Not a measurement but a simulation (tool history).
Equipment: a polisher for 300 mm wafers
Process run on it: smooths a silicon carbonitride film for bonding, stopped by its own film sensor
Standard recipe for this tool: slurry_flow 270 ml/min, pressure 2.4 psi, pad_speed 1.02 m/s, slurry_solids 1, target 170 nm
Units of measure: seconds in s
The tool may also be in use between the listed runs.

run,day,slurry_flow,pressure,pad_speed,slurry_solids,target,"incoming thickness of the incoming film, nm",seconds
1,0,270,2.4,1.02,1,170,211.5,145.8
2,0.575,270,2.7,1.02,1,178,209.1,97
3,1.967,270,2.4,0.92,1,170,209.2,146.5
4,3.1,270,2.4,0.92,1,170,212.3,156.4
5,3.783,270,2.4,0.92,1,170,208.2,145.9
# day 4.025: worn pad replaced by a new one
6,5.162,300,2.4,1.02,1,170,208.4,131.9
7,6.3,270,2.4,1.02,1,170,207.4,132.9
8,6.904,270,2.4,1.02,1,170,211.7,145.2
9,7.862,270,2.4,1.02,1,170,210.6,142.3
10,8.8,270,2.4,1.02,1,170,207.3,128.6
11,10.229,270,2.4,1.02,1,170,205.9,126.5
# day 10.504: worn pad replaced by a new one
12,11.221,270,2.4,1.02,1,170,209.1,135.3
13,12.308,270,2.4,1.02,1,170,212.1,147.4
14,13.754,270,2.4,1.02,1.3,170,213.3,140.3
15,14.829,270,2.4,0.68,1,160,213.2,235.9
16,15.562,270,2.4,1.02,1,181,213,113.1
17,16.658,270,1.9,1.02,1,170,212.4,177.8
# day 17.742: worn pad replaced by a new one
18,17.762,270,2.4,1.2,1,170,206.7,116.2
19,18.575,270,2.4,1.34,0.9,161,208.4,140.7
20,20.012,270,2.4,1.02,1,170,210.9,143.8
# day 20.512: slurry nozzle cleaned
21,20.746,270,2.4,1.02,1,170,209,139
22,21.946,270,2.4,1.02,1,170,208.4,133.1
# day 22.229: head pressure recalibrated
# day 22.358: slurry blender recalibrated
23,22.862,210,2.7,1.02,0.75,170,207.4,131
# day 24.204: worn pad replaced by a new one
24,24.346,235,2.4,1.02,1.15,170,209.7,135.8
25,25.708,270,2.4,0.72,1,170,208,167.2
26,26.571,270,2.4,1.02,1,183,208.3,90.7
27,27.325,270,2.4,1.02,1,170,210.2,141.4
28,28.579,180,3,1.02,1.1,170,209.1,113.6
29,29.717,270,2.4,1.02,1,170,212.5,151.2

Alternative continuations, all from the tool just after run 29; predict every row:
A,29.738,270,2.1,1.02,1,170,209.8,?
B,29.738,200,1.9,1.02,1,170,209.8,?
C,29.738,270,2.4,0.76,1,181,209.8,?
D,29.738,345,2.4,0.68,1,157,209.8,?
E,29.738,325,2.4,1.16,0.8,170,209.8,?

run,seconds
A,159.4
B,179.9
C,123.2
D,234.9
E,135.8
Stripped of hidden state, with their random variation kept, the same runs would have yielded:
run,seconds
A,159.4
B,179.9
C,123.2
D,234.9
E,135.8

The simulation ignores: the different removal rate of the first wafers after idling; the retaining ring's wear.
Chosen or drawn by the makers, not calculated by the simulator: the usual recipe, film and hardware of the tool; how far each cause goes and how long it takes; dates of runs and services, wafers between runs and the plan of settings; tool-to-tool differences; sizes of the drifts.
